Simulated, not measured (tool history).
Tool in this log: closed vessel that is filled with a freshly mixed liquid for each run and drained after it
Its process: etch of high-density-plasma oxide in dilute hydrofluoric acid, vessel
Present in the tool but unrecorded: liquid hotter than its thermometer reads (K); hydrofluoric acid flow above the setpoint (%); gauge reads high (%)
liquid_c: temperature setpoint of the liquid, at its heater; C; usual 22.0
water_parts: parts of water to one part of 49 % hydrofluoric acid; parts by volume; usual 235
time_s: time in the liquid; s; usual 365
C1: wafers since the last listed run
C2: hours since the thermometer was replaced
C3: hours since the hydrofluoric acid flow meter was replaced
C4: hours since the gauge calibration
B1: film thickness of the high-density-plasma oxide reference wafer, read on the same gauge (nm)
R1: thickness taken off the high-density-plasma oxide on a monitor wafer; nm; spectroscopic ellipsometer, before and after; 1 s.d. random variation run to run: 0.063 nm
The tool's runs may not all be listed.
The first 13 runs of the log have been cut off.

At hour 1037.8: thermometer replaced.
Run 14, hour 1091.1: usual settings but water_parts 165 parts by volume, time_s 245 s; C1 6212; C2 53.3; C3 616.0; C4 226.6; B1 100.01. Result: R1 8.60 nm.
Run 15, hour 1198.9: usual settings but liquid_c 21.0 C; C1 9353; C2 161.1; C3 723.8; C4 334.4; B1 100.01. Result: R1 8.12 nm.
Run 16, hour 1277.5: usual settings but water_parts 145 parts by volume, time_s 495 s; C1 6820; C2 239.7; C3 802.4; C4 413.0; B1 99.99. Result: R1 20.26 nm.
Run 17, hour 1340.1: usual settings; C1 5431; C2 302.3; C3 865.0; C4 475.6; B1 100.06. Result: R1 8.62 nm.
Run 18, hour 1405.3: usual settings but liquid_c 17.5 C; C1 5657; C2 367.5; C3 930.2; C4 540.8; B1 100.01. Result: R1 7.29 nm.
Run 19, hour 1491.6: usual settings but liquid_c 19.0 C, water_parts 285 parts by volume, time_s 575 s; C1 7488; C2 453.8; C3 1016.5; C4 627.1; B1 100.00. Result: R1 9.61 nm.
Run 20, hour 1595.0: usual settings but liquid_c 24.5 C, water_parts 125 parts by volume, time_s 210 s; C1 8972; C2 557.2; C3 1119.9; C4 730.5; B1 99.98. Result: R1 11.61 nm.
Run 21, hour 1671.8: usual settings but water_parts 310 parts by volume; C1 6663; C2 634.0; C3 1196.7; C4 807.3; B1 100.02. Result: R1 6.15 nm.
Run 22, hour 1737.3: usual settings but liquid_c 25.0 C, water_parts 145 parts by volume, time_s 185 s; C1 5683; C2 699.5; C3 1262.2; C4 872.8; B1 100.02. Result: R1 8.83 nm.
Run 23, hour 1786.6: usual settings; C1 4277; C2 748.8; C3 1311.5; C4 922.1; B1 100.02. Result: R1 8.66 nm.
At hour 1797.7: hydrofluoric acid flow meter replaced.
Run 24, hour 1849.0: usual settings but liquid_c 20.0 C, water_parts 155 parts by volume; C1 5327; C2 811.2; C3 51.3; C4 984.5; B1 100.00. Result: R1 12.68 nm.
Run 25, hour 1888.1: usual settings; C1 3392; C2 850.3; C3 90.4; C4 1023.6; B1 100.00. Result: R1 8.37 nm.
Run 26, hour 1944.8: usual settings but liquid_c 24.5 C, water_parts 285 parts by volume, time_s 505 s; C1 4919; C2 907.0; C3 147.1; C4 1080.3; B1 100.02. Result: R1 10.04 nm.
Run 27, hour 2017.3: usual settings; C1 6290; C2 979.5; C3 219.6; C4 1152.8; B1 100.02. Result: R1 8.47 nm.
At hour 2070.7: gauge calibrated.
Run 28, hour 2085.6: usual settings; C1 5926; C2 1047.8; C3 287.9; C4 14.9; B1 99.99. Result: R1 8.45 nm.
Run 29, hour 2133.2: usual settings but liquid_c 25.0 C, time_s 170 s; C1 4130; C2 1095.4; C3 335.5; C4 62.5; B1 99.98. Result: R1 4.38 nm.
Run 30, hour 2195.1: usual settings; C1 5371; C2 1157.3; C3 397.4; C4 124.4; B1 99.99. Result: R1 8.71 nm.
Run 31, hour 2264.5: usual settings; C1 6021; C2 1226.7; C3 466.8; C4 193.8; B1 99.99. Result: R1 8.74 nm.

Predict each of these 4 candidate next runs independently; none follows another, all start after run 31:
Run A, hour 2265.3: usual settings; C1 69; C2 1227.5; C3 467.6; C4 194.6; B1 ?. Result: R1 ?.
Run B, hour 2265.3: usual settings but water_parts 200 parts by volume; C1 69; C2 1227.5; C3 467.6; C4 194.6; B1 ?. Result: R1 ?.
Run C, hour 2265.3: usual settings but liquid_c 19.0 C, water_parts 285 parts by volume, time_s 185 s; C1 69; C2 1227.5; C3 467.6; C4 194.6; B1 ?. Result: R1 ?.
Run D, hour 2265.3: usual settings but liquid_c 18.5 C; C1 69; C2 1227.5; C3 467.6; C4 194.6; B1 ?. Result: R1 ?.

run     B1     R1
  A  99.99   8.57
  B  99.99  10.43
  C  99.99   3.06
  D  99.99   7.52
Without the tool's hidden state the same runs would have given:
run    R1
  A  8.04
  B  9.79
  C  2.87
  D  7.04
